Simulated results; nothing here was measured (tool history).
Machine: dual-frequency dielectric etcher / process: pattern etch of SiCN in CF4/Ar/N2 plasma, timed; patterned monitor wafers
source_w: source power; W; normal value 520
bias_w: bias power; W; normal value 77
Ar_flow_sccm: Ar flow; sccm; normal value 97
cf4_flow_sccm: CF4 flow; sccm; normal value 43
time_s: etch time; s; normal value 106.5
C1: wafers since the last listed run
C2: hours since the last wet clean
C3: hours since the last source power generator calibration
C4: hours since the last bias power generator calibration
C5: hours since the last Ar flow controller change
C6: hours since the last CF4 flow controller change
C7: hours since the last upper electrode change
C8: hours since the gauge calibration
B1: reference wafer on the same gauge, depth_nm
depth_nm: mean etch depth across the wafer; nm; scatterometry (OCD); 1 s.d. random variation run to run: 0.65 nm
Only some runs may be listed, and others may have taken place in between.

{"run": 1, "hour": 0.0, "source_w": 520, "bias_w": 63, "Ar_flow_sccm": 97, "cf4_flow_sccm": 43, "time_s": 118.5, "C1": 0, "C2": 33.4, "C3": 2706.6, "C4": 66.3, "C5": 73.6, "C6": 57.3, "C7": 142.2, "C8": 530.3, "B1": 78.5, "depth_nm": 98.6}
{"run": 2, "hour": 10.0, "source_w": 520, "bias_w": 60, "Ar_flow_sccm": 97, "cf4_flow_sccm": 43, "time_s": 79.0, "C1": 88, "C2": 43.4, "C3": 2716.6, "C4": 76.3, "C5": 83.6, "C6": 67.3, "C7": 152.2, "C8": 540.3, "B1": 78.5, "depth_nm": 63.7}
{"run": 3, "hour": 25.4, "source_w": 520, "bias_w": 77, "Ar_flow_sccm": 97, "cf4_flow_sccm": 43, "time_s": 106.5, "C1": 136, "C2": 58.8, "C3": 2732.0, "C4": 91.7, "C5": 99.0, "C6": 82.7, "C7": 167.6, "C8": 555.7, "B1": 78.5, "depth_nm": 99.1}
{"run": 4, "hour": 36.9, "source_w": 410, "bias_w": 88, "Ar_flow_sccm": 97, "cf4_flow_sccm": 43, "time_s": 119.0, "C1": 102, "C2": 70.3, "C3": 2743.5, "C4": 103.2, "C5": 110.5, "C6": 94.2, "C7": 179.1, "C8": 567.2, "B1": 78.4, "depth_nm": 93.4}
{"run": 5, "hour": 48.9, "source_w": 520, "bias_w": 77, "Ar_flow_sccm": 97, "cf4_flow_sccm": 43, "time_s": 106.5, "C1": 106, "C2": 82.3, "C3": 2755.5, "C4": 115.2, "C5": 122.5, "C6": 106.2, "C7": 191.1, "C8": 579.2, "B1": 78.6, "depth_nm": 99.1}
{"hour": 60.9, "done": "source power generator calibrated"}
{"run": 6, "hour": 66.4, "source_w": 520, "bias_w": 65, "Ar_flow_sccm": 81, "cf4_flow_sccm": 43, "time_s": 106.5, "C1": 119, "C2": 99.8, "C3": 5.5, "C4": 132.7, "C5": 140.0, "C6": 123.7, "C7": 208.6, "C8": 596.7, "B1": 78.4, "depth_nm": 90.8}
{"hour": 68.9, "done": "gauge calibrated"}
{"hour": 93.4, "done": "wet clean of the chamber, repeated, since the last time left the tool worse"}
{"run": 7, "hour": 93.9, "source_w": 430, "bias_w": 77, "Ar_flow_sccm": 97, "cf4_flow_sccm": 43, "time_s": 106.5, "C1": 31, "C2": 0.5, "C3": 33.0, "C4": 160.2, "C5": 167.5, "C6": 151.2, "C7": 236.1, "C8": 25.0, "B1": 78.6, "depth_nm": 77.5}
{"run": 8, "hour": 121.6, "source_w": 580, "bias_w": 77, "Ar_flow_sccm": 97, "cf4_flow_sccm": 43, "time_s": 106.5, "C1": 245, "C2": 28.2, "C3": 60.7, "C4": 187.9, "C5": 195.2, "C6": 178.9, "C7": 263.8, "C8": 52.7, "B1": 78.6, "depth_nm": 106.0}
{"run": 9, "hour": 134.6, "source_w": 480, "bias_w": 77, "Ar_flow_sccm": 97, "cf4_flow_sccm": 36, "time_s": 106.5, "C1": 115, "C2": 41.2, "C3": 73.7, "C4": 200.9, "C5": 208.2, "C6": 191.9, "C7": 276.8, "C8": 65.7, "B1": 78.5, "depth_nm": 83.8}
{"run": 10, "hour": 149.0, "source_w": 450, "bias_w": 87, "Ar_flow_sccm": 97, "cf4_flow_sccm": 43, "time_s": 123.5, "C1": 127, "C2": 55.6, "C3": 88.1, "C4": 215.3, "C5": 222.6, "C6": 206.3, "C7": 291.2, "C8": 80.1, "B1": 78.7, "depth_nm": 101.5}
{"run": 11, "hour": 172.1, "source_w": 480, "bias_w": 77, "Ar_flow_sccm": 97, "cf4_flow_sccm": 43, "time_s": 124.0, "C1": 204, "C2": 78.7, "C3": 111.2, "C4": 238.4, "C5": 245.7, "C6": 229.4, "C7": 314.3, "C8": 103.2, "B1": 78.8, "depth_nm": 101.0}
{"run": 12, "hour": 179.5, "source_w": 520, "bias_w": 59, "Ar_flow_sccm": 88, "cf4_flow_sccm": 33, "time_s": 117.5, "C1": 65, "C2": 86.1, "C3": 118.6, "C4": 245.8, "C5": 253.1, "C6": 236.8, "C7": 321.7, "C8": 110.6, "B1": 78.7, "depth_nm": 85.2}
{"run": 13, "hour": 188.6, "source_w": 570, "bias_w": 77, "Ar_flow_sccm": 97, "cf4_flow_sccm": 46, "time_s": 106.5, "C1": 80, "C2": 95.2, "C3": 127.7, "C4": 254.9, "C5": 262.2, "C6": 245.9, "C7": 330.8, "C8": 119.7, "B1": 78.8, "depth_nm": 104.9}
{"run": 14, "hour": 200.3, "source_w": 520, "bias_w": 77, "Ar_flow_sccm": 97, "cf4_flow_sccm": 40, "time_s": 106.5, "C1": 103, "C2": 106.9, "C3": 139.4, "C4": 266.6, "C5": 273.9, "C6": 257.6, "C7": 342.5, "C8": 131.4, "B1": 78.8, "depth_nm": 94.4}
{"run": 15, "hour": 214.4, "source_w": 410, "bias_w": 60, "Ar_flow_sccm": 97, "cf4_flow_sccm": 38, "time_s": 106.5, "C1": 125, "C2": 121.0, "C3": 153.5, "C4": 280.7, "C5": 288.0, "C6": 271.7, "C7": 356.6, "C8": 145.5, "B1": 78.3, "depth_nm": 61.7}
{"run": 16, "hour": 221.5, "source_w": 520, "bias_w": 77, "Ar_flow_sccm": 97, "cf4_flow_sccm": 33, "time_s": 106.5, "C1": 62, "C2": 128.1, "C3": 160.6, "C4": 287.8, "C5": 295.1, "C6": 278.8, "C7": 363.7, "C8": 152.6, "B1": 78.4, "depth_nm": 90.1}
{"run": 17, "hour": 235.0, "source_w": 520, "bias_w": 60, "Ar_flow_sccm": 97, "cf4_flow_sccm": 43, "time_s": 116.5, "C1": 119, "C2": 141.6, "C3": 174.1, "C4": 301.3, "C5": 308.6, "C6": 292.3, "C7": 377.2, "C8": 166.1, "B1": 78.5, "depth_nm": 87.8}
{"run": 18, "hour": 245.7, "source_w": 520, "bias_w": 59, "Ar_flow_sccm": 88, "cf4_flow_sccm": 33, "time_s": 117.5, "C1": 94, "C2": 152.3, "C3": 184.8, "C4": 312.0, "C5": 319.3, "C6": 303.0, "C7": 387.9, "C8": 176.8, "B1": 78.5, "depth_nm": 84.7}
{"run": 19, "hour": 261.5, "source_w": 520, "bias_w": 88, "Ar_flow_sccm": 97, "cf4_flow_sccm": 36, "time_s": 106.5, "C1": 140, "C2": 168.1, "C3": 200.6, "C4": 327.8, "C5": 335.1, "C6": 318.8, "C7": 403.7, "C8": 192.6, "B1": 78.7, "depth_nm": 99.2}
{"run": 20, "hour": 274.1, "source_w": 520, "bias_w": 93, "Ar_flow_sccm": 97, "cf4_flow_sccm": 38, "time_s": 138.5, "C1": 111, "C2": 180.7, "C3": 213.2, "C4": 340.4, "C5": 347.7, "C6": 331.4, "C7": 416.3, "C8": 205.2, "B1": 78.4, "depth_nm": 131.9}
{"run": 21, "hour": 280.4, "source_w": 520, "bias_w": 64, "Ar_flow_sccm": 88, "cf4_flow_sccm": 35, "time_s": 106.5, "C1": 55, "C2": 187.0, "C3": 219.5, "C4": 346.7, "C5": 354.0, "C6": 337.7, "C7": 422.6, "C8": 211.5, "B1": 78.3, "depth_nm": 81.4}

Results for each run, recomputed without the tool's hidden state and with each run's random variation untouched:
Unlogged tool condition in this case: etch rate over this chamber's usual, %; source power that arrives over what is set, %; bias power that arrives over what is set, %; Ar flow that arrives over what is set, %; CF4 flow that arrives over what is set, %; gauge reads high (%).
run=1 depth_nm=94.0
run=2 depth_nm=60.8
run=3 depth_nm=94.6
run=4 depth_nm=89.3
run=5 depth_nm=94.7
run=6 depth_nm=86.9
run=7 depth_nm=77.4
run=8 depth_nm=106.1
run=9 depth_nm=83.9
run=10 depth_nm=101.7
run=11 depth_nm=101.4
run=12 depth_nm=85.5
run=13 depth_nm=105.3
run=14 depth_nm=94.9
run=15 depth_nm=62.0
run=16 depth_nm=90.6
run=17 depth_nm=88.4
run=18 depth_nm=85.3
run=19 depth_nm=100.0
run=20 depth_nm=133.1
run=21 depth_nm=82.2
